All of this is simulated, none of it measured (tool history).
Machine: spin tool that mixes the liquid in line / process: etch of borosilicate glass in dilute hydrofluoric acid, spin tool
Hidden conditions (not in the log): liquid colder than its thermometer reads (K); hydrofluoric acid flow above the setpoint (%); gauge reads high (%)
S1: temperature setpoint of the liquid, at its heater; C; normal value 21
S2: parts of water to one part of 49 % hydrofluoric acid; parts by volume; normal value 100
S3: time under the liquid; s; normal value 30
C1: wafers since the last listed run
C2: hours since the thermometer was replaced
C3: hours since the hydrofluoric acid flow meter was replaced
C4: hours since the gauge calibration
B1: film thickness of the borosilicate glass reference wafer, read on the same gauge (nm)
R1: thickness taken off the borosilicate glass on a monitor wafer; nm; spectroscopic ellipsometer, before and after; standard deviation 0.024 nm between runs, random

{"run": 1, "hour": 0.0, "S1": 21, "S2": 100, "S3": 30, "C1": 0, "C2": 782.2, "C3": 1034.5, "C4": 439.3, "B1": 100.03, "R1": 7.69}
{"run": 2, "hour": 12.0, "S1": 18.5, "S2": 100, "S3": 30, "C1": 113, "C2": 794.2, "C3": 1046.5, "C4": 451.3, "B1": 99.99, "R1": 6.95}
{"run": 3, "hour": 40.0, "S1": 18.5, "S2": 100, "S3": 30, "C1": 263, "C2": 822.2, "C3": 1074.5, "C4": 479.3, "B1": 100, "R1": 6.95}
{"run": 4, "hour": 66.0, "S1": 21, "S2": 100, "S3": 30, "C1": 244, "C2": 848.2, "C3": 1100.5, "C4": 505.3, "B1": 100, "R1": 7.72}
{"run": 5, "hour": 80.6, "S1": 21, "S2": 100, "S3": 25, "C1": 137, "C2": 862.8, "C3": 1115.1, "C4": 519.9, "B1": 99.97, "R1": 6.41}
{"run": 6, "hour": 103.5, "S1": 21, "S2": 100, "S3": 30, "C1": 215, "C2": 885.7, "C3": 1138, "C4": 542.8, "B1": 100.04, "R1": 7.74}
{"run": 7, "hour": 116.2, "S1": 21, "S2": 100, "S3": 30, "C1": 119, "C2": 898.4, "C3": 1150.7, "C4": 555.5, "B1": 99.99, "R1": 7.66}
{"run": 8, "hour": 139.8, "S1": 21, "S2": 100, "S3": 30, "C1": 222, "C2": 922, "C3": 1174.3, "C4": 579.1, "B1": 99.99, "R1": 7.69}
{"run": 9, "hour": 153.2, "S1": 21, "S2": 100, "S3": 30, "C1": 126, "C2": 935.4, "C3": 1187.7, "C4": 592.5, "B1": 100.03, "R1": 7.68}
{"hour": 177.9, "done": "hydrofluoric acid flow meter replaced"}
{"run": 10, "hour": 189.1, "S1": 21, "S2": 100, "S3": 30, "C1": 328, "C2": 971.3, "C3": 11.2, "C4": 628.4, "B1": 100, "R1": 7.52}
{"run": 11, "hour": 221.2, "S1": 21, "S2": 100, "S3": 30, "C1": 302, "C2": 1003.4, "C3": 43.3, "C4": 660.5, "B1": 100.02, "R1": 7.55}
{"run": 12, "hour": 239.6, "S1": 17, "S2": 60, "S3": 40, "C1": 173, "C2": 1021.8, "C3": 61.7, "C4": 678.9, "B1": 100, "R1": 14.82}
{"hour": 257.5, "done": "gauge calibrated"}
{"run": 13, "hour": 261.9, "S1": 21, "S2": 100, "S3": 30, "C1": 210, "C2": 1044.1, "C3": 84, "C4": 4.4, "B1": 100, "R1": 7.57}
{"run": 14, "hour": 284.3, "S1": 21, "S2": 100, "S3": 30, "C1": 211, "C2": 1066.5, "C3": 106.4, "C4": 26.8, "B1": 99.95, "R1": 7.56}
{"run": 15, "hour": 303.2, "S1": 25, "S2": 100, "S3": 30, "C1": 178, "C2": 1085.4, "C3": 125.3, "C4": 45.7, "B1": 100.02, "R1": 8.87}
{"run": 16, "hour": 315.6, "S1": 24, "S2": 60, "S3": 20, "C1": 116, "C2": 1097.8, "C3": 137.7, "C4": 58.1, "B1": 100, "R1": 9.94}
{"run": 17, "hour": 345.4, "S1": 26, "S2": 120, "S3": 20, "C1": 280, "C2": 1127.6, "C3": 167.5, "C4": 87.9, "B1": 100, "R1": 5.02}
{"run": 18, "hour": 357.6, "S1": 21, "S2": 100, "S3": 30, "C1": 114, "C2": 1139.8, "C3": 179.7, "C4": 100.1, "B1": 99.99, "R1": 7.56}
{"run": 19, "hour": 391.4, "S1": 17.5, "S2": 65, "S3": 40, "C1": 318, "C2": 1173.6, "C3": 213.5, "C4": 133.9, "B1": 100, "R1": 13.89}
{"hour": 405.1, "done": "thermometer replaced"}
{"run": 20, "hour": 423.0, "S1": 25, "S2": 75, "S3": 30, "C1": 288, "C2": 17.9, "C3": 245.1, "C4": 165.5, "B1": 100, "R1": 12.39}
{"run": 21, "hour": 442.1, "S1": 23, "S2": 100, "S3": 45, "C1": 179, "C2": 37, "C3": 264.2, "C4": 184.6, "B1": 99.98, "R1": 12.51}
{"run": 22, "hour": 454.5, "S1": 21, "S2": 85, "S3": 30, "C1": 116, "C2": 49.4, "C3": 276.6, "C4": 197, "B1": 99.99, "R1": 9.2}
{"run": 23, "hour": 467.2, "S1": 21, "S2": 75, "S3": 30, "C1": 119, "C2": 62.1, "C3": 289.3, "C4": 209.7, "B1": 100, "R1": 10.54}
{"run": 24, "hour": 490.6, "S1": 18.5, "S2": 65, "S3": 15, "C1": 220, "C2": 85.5, "C3": 312.7, "C4": 233.1, "B1": 100, "R1": 5.52}
{"run": 25, "hour": 513.6, "S1": 21, "S2": 100, "S3": 30, "C1": 216, "C2": 108.5, "C3": 335.7, "C4": 256.1, "B1": 99.99, "R1": 7.7}
{"run": 26, "hour": 614.2, "S1": 25.5, "S2": 140, "S3": 45, "C1": 947, "C2": 209.1, "C3": 436.3, "C4": 356.7, "B1": 100.01, "R1": 9.39}
{"run": 27, "hour": 648.4, "S1": 22.5, "S2": 115, "S3": 30, "C1": 322, "C2": 243.3, "C3": 470.5, "C4": 390.9, "B1": 99.98, "R1": 6.99}

Run 28, settings as shown, results not yet in. Your forecast:
{"run": 28, "hour": 662.6, "S1": 17, "S2": 65, "S3": 30, "C1": 133, "C2": 257.5, "C3": 484.7, "C4": 405.1, "B1": "?", "R1": "?"}

B1: 100
R1: 10.43 nm
With the hidden condition absent and the run-to-run variation left alone, this run would have shown R1 10.43 nm.
